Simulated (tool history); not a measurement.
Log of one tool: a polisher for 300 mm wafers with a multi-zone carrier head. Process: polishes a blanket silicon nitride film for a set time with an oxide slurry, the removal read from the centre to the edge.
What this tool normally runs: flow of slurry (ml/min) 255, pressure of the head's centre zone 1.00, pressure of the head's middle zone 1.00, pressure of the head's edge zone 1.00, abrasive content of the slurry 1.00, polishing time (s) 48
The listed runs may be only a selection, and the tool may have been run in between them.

run   hour  flow of slurry (ml/min)  pressure of the head's centre zone  pressure of the head's middle zone  pressure of the head's edge zone  abrasive content of the slurry  polishing time (s)  incoming thickness of the incoming film, nm  film removed at the wafer's centre (nm)  film removed at mid-radius (nm)  film removed at the wafer's edge (nm)
  1    0.0                      255                                1.00                                1.00                              0.94                            1.00                  48                                        489.0                                     33.2                             30.2                                   30.1
  2   71.5                      255                                1.00                                1.00                              1.00                            1.00                  37                                        488.6                                     25.7                             23.3                                   24.1
      94.2  -- worn pad replaced by a new one
  3  113.4                      255                                1.00                                1.00                              1.00                            1.00                  37                                        488.0                                     25.7                             23.5                                   23.6
  4  154.8                      255                                1.00                                1.00                              1.00                            1.00                  37                                        496.9                                     25.9                             23.3                                   24.0
  5  212.3                      210                                1.00                                1.08                              1.00                            1.00                  48                                        498.9                                     32.8                             32.0                                   30.6
  6  255.1                      255                                1.00                                1.00                              1.00                            1.00                  48                                        498.1                                     33.7                             30.5                                   30.7
     290.5  -- worn pad replaced by a new one
  7  307.3                      255                                1.00                                1.00                              1.00                            1.00                  48                                        486.7                                     34.0                             29.9                                   30.6
     339.5  -- centre zone pressure recalibrated
  8  366.8                      255                                1.00                                1.00                              1.00                            1.00                  48                                        495.1                                     29.9                             30.2                                   30.4
  9  407.7                      255                                1.00                                1.00                              1.00                            1.00                  54                                        487.7                                     33.9                             34.2                                   34.7
 10  433.2                      255                                1.00                                1.00                              1.00                            1.00                  55                                        489.9                                     35.0                             34.2                                   35.1
     445.9  -- carrier head's membrane replaced by a new one
 11  496.4                      255                                1.00                                1.00                              0.91                            1.00                  48                                        499.4                                     30.8                             30.4                                   29.4
     518.7  -- worn pad replaced by a new one
 12  522.3                      170                                1.11                                1.00                              1.00                            0.85                  48                                        496.0                                     31.0                             28.0                                   28.9
     554.8  -- edge zone pressure recalibrated
 13  593.1                      255                                1.00                                1.00                              1.00                            1.00                  31                                        490.8                                     20.0                             19.6                                   20.6
     595.1  -- slurry nozzle cleaned
 14  636.4                      255                                1.00                                1.06                              1.00                            1.00                  60                                        491.1                                     38.7                             40.2                                   38.5
 15  671.8                      255                                1.00                                0.92                              1.00                            1.15                  48                                        482.8                                     32.7                             30.0                                   31.9
 16  699.4                      305                                0.88                                1.00                              0.95                            1.00                  48                                        493.9                                     28.5                             30.6                                   29.6
     710.3  -- worn pad replaced by a new one
 17  748.7                      255                                1.00                                1.00                              1.00                            1.00                  48                                        493.2                                     31.7                             30.0                                   31.4
 18  792.7                      255                                1.00                                1.00                              1.00                            1.00                  48                                        493.5                                     32.3                             30.2                                   30.9
 19  859.5                      255                                1.00                                1.00                              0.97                            1.15                  48                                        488.3                                     33.7                             31.5                                   32.1
 20  896.4                      290                                1.03                                1.06                              0.96                            1.00                  48                                        490.4                                     33.6                             32.1                                   30.7
     905.3  -- worn pad replaced by a new one
 21  924.2                      255                                1.00                                1.00                              1.00                            1.00                  48                                        490.6                                     32.6                             30.6                                   31.3

Consider 5 possible next runs. They are alternatives, not a sequence: every one starts from the tool as it was left by run 21. What does each give?
  A  924.6                      255                                1.00                                1.00                              1.00                            1.00                  48                                        495.1                                        ?                                ?                                      ?
  B  924.6                      290                                1.00                                0.90                              1.00                            1.00                  48                                        495.1                                        ?                                ?                                      ?
  C  924.6                      220                                1.00                                1.09                              0.91                            1.00                  55                                        495.1                                        ?                                ?                                      ?
  D  924.6                      255                                1.00                                1.11                              0.96                            1.00                  39                                        495.1                                        ?                                ?                                      ?
  E  924.6                      320                                1.12                                1.00                              1.09                            0.85                  48                                        495.1                                        ?                                ?                                      ?

run  film removed at the wafer's centre (nm)  film removed at mid-radius (nm)  film removed at the wafer's edge (nm)
  A                                     32.0                             30.8                                   31.2
  B                                     32.4                             28.5                                   31.5
  C                                     36.2                             37.5                                   33.9
  D                                     26.1                             27.3                                   24.9
  E                                     34.6                             29.7                                   31.4
Had the tool no hidden state, the same runs would have come out as:
run  film removed at the wafer's centre (nm)  film removed at mid-radius (nm)  film removed at the wafer's edge (nm)
  A                                     29.8                             30.8                                   31.2
  B                                     30.1                             28.5                                   31.5
  C                                     33.7                             37.5                                   33.9
  D                                     24.2                             27.3                                   24.9
  E                                     32.1                             29.7                                   31.4
